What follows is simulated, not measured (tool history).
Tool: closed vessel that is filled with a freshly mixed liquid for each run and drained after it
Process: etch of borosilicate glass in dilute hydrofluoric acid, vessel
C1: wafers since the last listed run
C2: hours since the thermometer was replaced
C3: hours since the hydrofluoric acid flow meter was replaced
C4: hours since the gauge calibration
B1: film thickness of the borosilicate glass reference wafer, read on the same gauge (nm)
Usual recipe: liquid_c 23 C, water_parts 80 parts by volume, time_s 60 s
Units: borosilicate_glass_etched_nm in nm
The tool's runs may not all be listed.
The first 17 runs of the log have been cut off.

Run 18, hour 908.4: usual settings but liquid_c 21 C, water_parts 115 parts by volume, time_s 45 s; C1 5654; C2 252.9; C3 118.8; C4 729.7; B1 59.95. Result: borosilicate_glass_etched_nm 16.13 nm.
Run 19, hour 1101.1: usual settings; C1 19598; C2 445.6; C3 311.5; C4 922.4; B1 60. Result: borosilicate_glass_etched_nm 33.94 nm.
Run 20, hour 1129: usual settings but liquid_c 19.5 C, water_parts 100 parts by volume; C1 2837; C2 473.5; C3 339.4; C4 950.3; B1 60. Result: borosilicate_glass_etched_nm 22.41 nm.
Run 21, hour 1178.2: usual settings but liquid_c 24.5 C; C1 5003; C2 522.7; C3 388.6; C4 999.5; B1 59.98. Result: borosilicate_glass_etched_nm 35.76 nm.
Run 22, hour 1217.8: usual settings; C1 4027; C2 562.3; C3 428.2; C4 1039.1; B1 59.97. Result: borosilicate_glass_etched_nm 33.06 nm.
Run 23, hour 1244.5: usual settings; C1 2715; C2 589; C3 454.9; C4 1065.8; B1 60.01. Result: borosilicate_glass_etched_nm 32.92 nm.
Run 24, hour 1301.9: usual settings; C1 5837; C2 646.4; C3 512.3; C4 1123.2; B1 59.97. Result: borosilicate_glass_etched_nm 32.77 nm.
Run 25, hour 1449.4: usual settings but liquid_c 26 C, water_parts 65 parts by volume, time_s 75 s; C1 15001; C2 793.9; C3 659.8; C4 1270.7; B1 60.04. Result: borosilicate_glass_etched_nm 56.66 nm.
At hour 1463.3: hydrofluoric acid flow meter replaced.
Run 26, hour 1474.1: usual settings; C1 2410; C2 818.6; C3 10.8; C4 1295.4; B1 59.97. Result: borosilicate_glass_etched_nm 35.63 nm.
Run 27, hour 1506.9: usual settings but liquid_c 25.5 C, water_parts 45 parts by volume, time_s 50 s; C1 3335; C2 851.4; C3 43.6; C4 1328.2; B1 60.03. Result: borosilicate_glass_etched_nm 61.39 nm.
Run 28, hour 1550: usual settings but liquid_c 25.5 C, water_parts 55 parts by volume, time_s 85 s; C1 4383; C2 894.5; C3 86.7; C4 1371.3; B1 60.06. Result: borosilicate_glass_etched_nm 84.3 nm.
Run 29, hour 1601.8: usual settings but water_parts 90 parts by volume; C1 5268; C2 946.3; C3 138.5; C4 1423.1; B1 59.98. Result: borosilicate_glass_etched_nm 31.07 nm.
Run 30, hour 1633.9: usual settings; C1 3264; C2 978.4; C3 170.6; C4 1455.2; B1 60. Result: borosilicate_glass_etched_nm 35.25 nm.
Run 31, hour 1688: usual settings but liquid_c 21 C; C1 5502; C2 1032.5; C3 224.7; C4 1509.3; B1 60.02. Result: borosilicate_glass_etched_nm 32.05 nm.
Run 32, hour 1734.8: usual settings; C1 4759; C2 1079.3; C3 271.5; C4 1556.1; B1 60.03. Result: borosilicate_glass_etched_nm 34.43 nm.
Run 33, hour 1786.7: usual settings but water_parts 100 parts by volume; C1 5278; C2 1131.2; C3 323.4; C4 1608; B1 59.95. Result: borosilicate_glass_etched_nm 26.77 nm.

Here are 4 independent what-if runs from the current tool condition. What would each one return?
Run A, hour 1787.4: usual settings but water_parts 50 parts by volume; C1 71; C2 1131.9; C3 324.1; C4 1608.7; B1 ?. Result: borosilicate_glass_etched_nm ?.
Run B, hour 1787.4: usual settings but water_parts 105 parts by volume, time_s 75 s; C1 71; C2 1131.9; C3 324.1; C4 1608.7; B1 ?. Result: borosilicate_glass_etched_nm ?.
Run C, hour 1787.4: usual settings but liquid_c 20.5 C, time_s 80 s; C1 71; C2 1131.9; C3 324.1; C4 1608.7; B1 ?. Result: borosilicate_glass_etched_nm ?.
Run D, hour 1787.4: usual settings but liquid_c 25 C, time_s 35 s; C1 71; C2 1131.9; C3 324.1; C4 1608.7; B1 ?. Result: borosilicate_glass_etched_nm ?.

run     B1  borosilicate_glass_etched_nm
  A  60.03                         56.07
  B  60.03                         31.04
  C  60.03                         40.55
  D  60.03                         21.26
Stripped of hidden state, with their random variation kept, the same runs would have yielded:
run  borosilicate_glass_etched_nm
  A                          57.2
  B                          31.8
  C                         41.42
  D                         21.76
